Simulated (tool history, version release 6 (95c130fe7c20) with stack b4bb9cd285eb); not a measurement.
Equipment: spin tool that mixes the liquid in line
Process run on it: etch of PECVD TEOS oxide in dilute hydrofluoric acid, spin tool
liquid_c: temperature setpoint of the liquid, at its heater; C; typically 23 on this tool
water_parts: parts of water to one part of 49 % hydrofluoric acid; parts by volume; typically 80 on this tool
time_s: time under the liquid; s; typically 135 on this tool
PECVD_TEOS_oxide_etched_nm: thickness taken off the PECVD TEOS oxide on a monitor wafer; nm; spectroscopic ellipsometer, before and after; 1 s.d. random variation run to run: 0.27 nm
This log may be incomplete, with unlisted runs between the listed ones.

run,hour,liquid_c,water_parts,time_s,"read-back film thickness of the PECVD TEOS oxide reference wafer, read on the same gauge (nm)",PECVD_TEOS_oxide_etched_nm
1,0,23,80,180,30.01,55.64
2,11.4,23,100,180,29.97,43.85
3,22.2,23,100,180,30,44.3
4,31.2,23,100,180,29.99,43.86
5,39.6,23,55,135,30.01,63.17
6,55.2,23,55,135,30.01,62.49
7,66.8,23,80,165,29.98,51.05
8,83.7,24,80,135,30.01,43.68
9,101,23,80,135,29.99,41.36
10,142.5,23,80,135,29.99,41.61
11,156.1,25.5,70,135,30,53.22
12,173,25.5,70,135,30.02,52.42
13,186.5,23,80,75,30,23.18
# hour 198: gauge calibrated
14,214.1,23,80,135,30.01,40.96
15,225.4,23,80,135,29.98,41.35
# hour 234.7: hydrofluoric acid flow meter replaced
16,240.5,18.5,100,170,29.98,33.65
17,251.3,23,100,180,29.98,42.94
# hour 253.5: thermometer replaced
18,268.2,24.5,50,80,29.98,46
19,283.1,19,80,135,30.01,37.1
20,300,19.5,40,155,29.98,91.25
21,315,20.5,80,55,29.99,16.04
22,329.1,23,80,135,30.02,43.92
23,341.6,23,45,135,30.01,80.95
24,349,24,80,135,30.01,45.31
25,361,23,70,80,29.99,29.69
26,369.9,23,80,160,30,51.56
27,378.5,19,55,165,30,67.12
28,389.3,26,60,90,29.99,44.26
29,396,18.5,80,200,30,52.89
30,404.8,23,80,135,29.98,43.15
31,415.8,23,45,70,30,41.14

5 ways to go on from here, each from the tool as it stands after run 31. What would each give?
A,416.3,23,50,135,?,?
B,416.3,23,60,135,?,?
C,416.3,21,80,135,?,?
D,416.3,23,80,65,?,?
E,416.3,26,60,155,?,?

run,"read-back film thickness of the PECVD TEOS oxide reference wafer, read on the same gauge (nm)",PECVD_TEOS_oxide_etched_nm
A,29.98,71.45
B,29.98,58.79
C,29.98,39.62
D,29.98,20.71
E,29.98,76.3
With no hidden state in the tool, these same runs would have given:
run,PECVD_TEOS_oxide_etched_nm
A,73.07
B,60.11
C,40.51
D,21.17
E,77.97
